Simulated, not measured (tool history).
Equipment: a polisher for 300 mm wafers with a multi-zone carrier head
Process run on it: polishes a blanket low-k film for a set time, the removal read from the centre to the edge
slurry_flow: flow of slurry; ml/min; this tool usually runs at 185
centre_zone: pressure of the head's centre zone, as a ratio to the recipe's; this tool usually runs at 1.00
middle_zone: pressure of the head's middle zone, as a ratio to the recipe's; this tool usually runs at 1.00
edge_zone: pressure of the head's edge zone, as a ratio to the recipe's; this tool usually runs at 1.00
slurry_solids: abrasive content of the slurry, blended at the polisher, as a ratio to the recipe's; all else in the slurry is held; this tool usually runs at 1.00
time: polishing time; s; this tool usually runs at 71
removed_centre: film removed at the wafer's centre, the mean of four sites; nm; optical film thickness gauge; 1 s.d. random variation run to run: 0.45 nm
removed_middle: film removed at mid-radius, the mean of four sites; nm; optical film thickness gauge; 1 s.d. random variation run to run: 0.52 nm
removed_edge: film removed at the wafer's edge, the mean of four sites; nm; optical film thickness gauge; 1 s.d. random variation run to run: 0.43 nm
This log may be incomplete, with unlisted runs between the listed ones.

run	hour	slurry_flow	centre_zone	middle_zone	edge_zone	slurry_solids	time	wafers since the last listed run	wafers polished on this pad	hours since the slurry nozzle was cleaned	hours since the centre zone pressure was calibrated	hours since the edge zone pressure was calibrated	hours since the carrier head's membrane was replaced	incoming thickness of the incoming film, nm	removed_centre	removed_middle	removed_edge
1	0.0	185	1.00	1.00	1.00	0.95	71	0	4335	23.3	788.6	556.7	103.5	458.1	35.3	35.3	36.3
2	63.7	185	0.92	0.95	1.00	1.00	71	737	5073	87.0	852.3	620.4	167.2	462.7	32.6	34.8	36.8
# hour 105.9: worn pad replaced by a new one
3	162.3	215	1.00	1.00	1.00	1.00	71	1095	653	185.6	950.9	719.0	265.8	461.6	37.7	37.0	36.7
4	224.1	215	1.00	1.00	1.00	1.00	71	715	1368	247.4	1012.7	780.8	327.6	454.4	36.6	37.4	36.5
# hour 266.0: centre zone pressure recalibrated
5	291.2	185	1.00	1.00	1.00	1.00	71	753	2122	314.5	25.2	847.9	394.7	463.1	36.5	36.1	36.8
# hour 316.8: edge zone pressure recalibrated
6	395.7	185	1.00	1.00	1.00	1.00	71	1186	3309	419.0	129.7	78.9	499.2	462.1	35.9	36.2	35.5
7	467.3	185	1.00	1.00	1.00	1.00	71	828	4138	490.6	201.3	150.5	570.8	455.3	35.3	37.2	36.7
# hour 550.1: worn pad replaced by a new one
# hour 635.7: carrier head's membrane replaced by a new one
8	662.4	185	1.07	1.09	1.00	1.00	88	2154	1242	685.7	396.4	345.6	26.7	456.6	46.8	48.9	45.5
# hour 683.0: slurry nozzle cleaned
9	916.4	185	1.00	1.00	1.00	1.00	71	2929	4171	233.4	650.4	599.6	280.7	462.7	35.5	35.8	35.4
10	1022.2	185	1.00	0.90	1.00	1.00	62	1224	5396	339.2	756.2	705.4	386.5	464.4	31.3	28.6	31.6
# hour 1036.4: worn pad replaced by a new one
11	1087.6	185	1.00	1.00	1.00	0.95	71	710	593	404.6	821.6	770.8	451.9	457.9	35.4	36.7	36.5
12	1127.7	185	1.00	1.00	1.00	1.00	71	464	1057	444.7	861.7	810.9	492.0	452.8	36.5	36.1	36.2
13	1212.9	185	1.00	1.00	1.00	1.15	71	986	2043	529.9	946.9	896.1	577.2	457.8	38.1	38.1	37.7
# hour 1233.6: edge zone pressure recalibrated
# hour 1248.5: carrier head's membrane replaced by a new one
14	1289.7	185	1.00	1.00	1.00	1.00	71	808	2851	606.7	1023.7	56.1	41.2	461.5	36.1	36.0	36.7
# hour 1363.6: centre zone pressure recalibrated
# hour 1384.1: slurry nozzle cleaned
15	1388.6	185	1.00	1.00	0.92	1.00	71	1110	3962	4.5	25.0	155.0	140.1	454.0	36.1	35.3	35.1
16	1455.0	185	1.05	1.06	0.96	0.90	71	768	4731	70.9	91.4	221.4	206.5	465.4	36.3	36.7	34.2
17	1498.3	145	1.00	1.00	1.00	1.00	71	501	5232	114.2	134.7	264.7	249.8	459.7	34.6	34.6	36.0
# hour 1513.8: worn pad replaced by a new one
18	1603.9	155	1.05	1.00	1.00	1.00	71	1176	1043	219.8	240.3	370.3	355.4	458.2	36.7	36.2	36.1

Expected results for the next run?
19	1642.3	185	1.00	1.00	1.00	0.80	94	444	1487	258.2	278.7	408.7	393.8	470.5	?	?	?

Run 19 produced removed_centre 43.1 nm, removed_middle 45.2 nm, removed_edge 43.5 nm.
With the hidden condition absent and the run-to-run variation left alone, this run would have shown removed_centre 43.1 nm, removed_middle 45.2 nm, removed_edge 43.5 nm.

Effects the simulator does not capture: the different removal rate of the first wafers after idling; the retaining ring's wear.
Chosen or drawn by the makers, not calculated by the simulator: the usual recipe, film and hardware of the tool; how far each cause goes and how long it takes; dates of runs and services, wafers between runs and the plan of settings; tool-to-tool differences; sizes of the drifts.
